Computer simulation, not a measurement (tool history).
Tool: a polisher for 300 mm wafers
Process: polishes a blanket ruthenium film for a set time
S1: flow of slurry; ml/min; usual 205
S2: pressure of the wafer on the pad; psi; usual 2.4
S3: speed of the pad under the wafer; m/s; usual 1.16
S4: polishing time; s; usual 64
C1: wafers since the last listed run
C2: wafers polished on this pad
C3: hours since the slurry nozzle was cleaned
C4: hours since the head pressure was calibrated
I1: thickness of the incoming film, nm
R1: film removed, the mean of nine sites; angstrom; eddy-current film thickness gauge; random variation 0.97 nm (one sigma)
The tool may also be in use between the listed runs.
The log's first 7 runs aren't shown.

{"run": 8, "day": 3.55, "S1": 205, "S2": 2.8, "S3": 1.16, "S4": 64, "C1": 49, "C2": 530, "C3": 271.2, "C4": 205.7, "I1": 289.3, "R1": 1319}
{"run": 9, "day": 3.9, "S1": 205, "S2": 2.9, "S3": 1.16, "S4": 56, "C1": 47, "C2": 578, "C3": 279.6, "C4": 214.1, "I1": 290.4, "R1": 1172}
{"run": 10, "day": 4.525, "S1": 205, "S2": 2.0, "S3": 1.16, "S4": 64, "C1": 85, "C2": 663, "C3": 294.6, "C4": 229.1, "I1": 295.6, "R1": 1000}
{"run": 11, "day": 5.154, "S1": 205, "S2": 2.0, "S3": 1.16, "S4": 64, "C1": 86, "C2": 750, "C3": 309.7, "C4": 244.2, "I1": 290.3, "R1": 991}
{"run": 12, "day": 5.692, "S1": 205, "S2": 2.4, "S3": 1.16, "S4": 64, "C1": 73, "C2": 823, "C3": 322.6, "C4": 257.1, "I1": 290.7, "R1": 1147}
{"run": 13, "day": 6.617, "S1": 205, "S2": 2.4, "S3": 1.16, "S4": 64, "C1": 126, "C2": 950, "C3": 344.8, "C4": 279.3, "I1": 289.2, "R1": 1152}
{"day": 6.667, "done": "slurry nozzle cleaned"}
{"day": 6.917, "done": "worn pad replaced by a new one"}
{"run": 14, "day": 7.204, "S1": 205, "S2": 2.9, "S3": 1.16, "S4": 64, "C1": 51, "C2": 39, "C3": 12.9, "C4": 293.4, "I1": 290.3, "R1": 1398}
{"run": 15, "day": 7.617, "S1": 205, "S2": 2.9, "S3": 1.16, "S4": 64, "C1": 56, "C2": 95, "C3": 22.8, "C4": 303.3, "I1": 290.1, "R1": 1380}
{"run": 16, "day": 8.342, "S1": 205, "S2": 2.4, "S3": 1.38, "S4": 64, "C1": 99, "C2": 195, "C3": 40.2, "C4": 320.7, "I1": 286.8, "R1": 1358}
{"run": 17, "day": 8.629, "S1": 205, "S2": 2.4, "S3": 1.38, "S4": 64, "C1": 39, "C2": 234, "C3": 47.1, "C4": 327.6, "I1": 292.1, "R1": 1379}
{"run": 18, "day": 9.017, "S1": 265, "S2": 3.1, "S3": 1.28, "S4": 56, "C1": 53, "C2": 287, "C3": 56.4, "C4": 336.9, "I1": 287.7, "R1": 1415}
{"run": 19, "day": 9.604, "S1": 205, "S2": 2.4, "S3": 1.16, "S4": 43, "C1": 80, "C2": 368, "C3": 70.5, "C4": 351.0, "I1": 295.3, "R1": 792}
{"run": 20, "day": 9.95, "S1": 205, "S2": 2.4, "S3": 1.04, "S4": 58, "C1": 47, "C2": 415, "C3": 78.8, "C4": 359.3, "I1": 287.0, "R1": 979}
{"run": 21, "day": 10.396, "S1": 205, "S2": 2.4, "S3": 1.16, "S4": 64, "C1": 61, "C2": 476, "C3": 89.5, "C4": 370.0, "I1": 290.9, "R1": 1166}
{"run": 22, "day": 11.075, "S1": 205, "S2": 2.4, "S3": 1.16, "S4": 64, "C1": 93, "C2": 569, "C3": 105.8, "C4": 386.3, "I1": 290.2, "R1": 1160}
{"run": 23, "day": 11.679, "S1": 205, "S2": 2.4, "S3": 1.16, "S4": 64, "C1": 82, "C2": 652, "C3": 120.3, "C4": 400.8, "I1": 287.8, "R1": 1172}
{"day": 12.362, "done": "head pressure recalibrated"}
{"run": 24, "day": 12.392, "S1": 205, "S2": 2.4, "S3": 1.16, "S4": 64, "C1": 86, "C2": 738, "C3": 137.4, "C4": 0.7, "I1": 289.0, "R1": 1157}
{"run": 25, "day": 14.529, "S1": 165, "S2": 2.4, "S3": 0.9, "S4": 84, "C1": 292, "C2": 1031, "C3": 188.7, "C4": 52.0, "I1": 288.6, "R1": 1199}
{"run": 26, "day": 15.146, "S1": 205, "S2": 2.4, "S3": 1.16, "S4": 64, "C1": 84, "C2": 1116, "C3": 203.5, "C4": 66.8, "I1": 293.3, "R1": 1136}
{"day": 15.396, "done": "worn pad replaced by a new one"}
{"run": 27, "day": 15.8, "S1": 205, "S2": 2.4, "S3": 1.16, "S4": 64, "C1": 66, "C2": 55, "C3": 219.2, "C4": 82.5, "I1": 290.2, "R1": 1184}
{"run": 28, "day": 16.417, "S1": 140, "S2": 2.0, "S3": 1.16, "S4": 64, "C1": 84, "C2": 139, "C3": 234.0, "C4": 97.3, "I1": 291.1, "R1": 966}
{"run": 29, "day": 16.696, "S1": 230, "S2": 3.1, "S3": 1.16, "S4": 64, "C1": 38, "C2": 177, "C3": 240.7, "C4": 104.0, "I1": 294.9, "R1": 1481}
{"run": 30, "day": 17.162, "S1": 205, "S2": 2.4, "S3": 1.04, "S4": 82, "C1": 63, "C2": 241, "C3": 251.9, "C4": 115.2, "I1": 295.8, "R1": 1395}
{"run": 31, "day": 17.671, "S1": 205, "S2": 2.4, "S3": 1.48, "S4": 64, "C1": 69, "C2": 311, "C3": 264.1, "C4": 127.4, "I1": 285.2, "R1": 1395}

The next listed run, before its measurement:
{"run": 32, "day": 18.196, "S1": 270, "S2": 1.8, "S3": 0.88, "S4": 64, "C1": 71, "C2": 383, "C3": 276.7, "C4": 140.0, "I1": 289.2, "R1": "?"}

Run 32 gave R1 786 angstrom.
Without the tool's hidden state the same run would have given R1 805 angstrom.
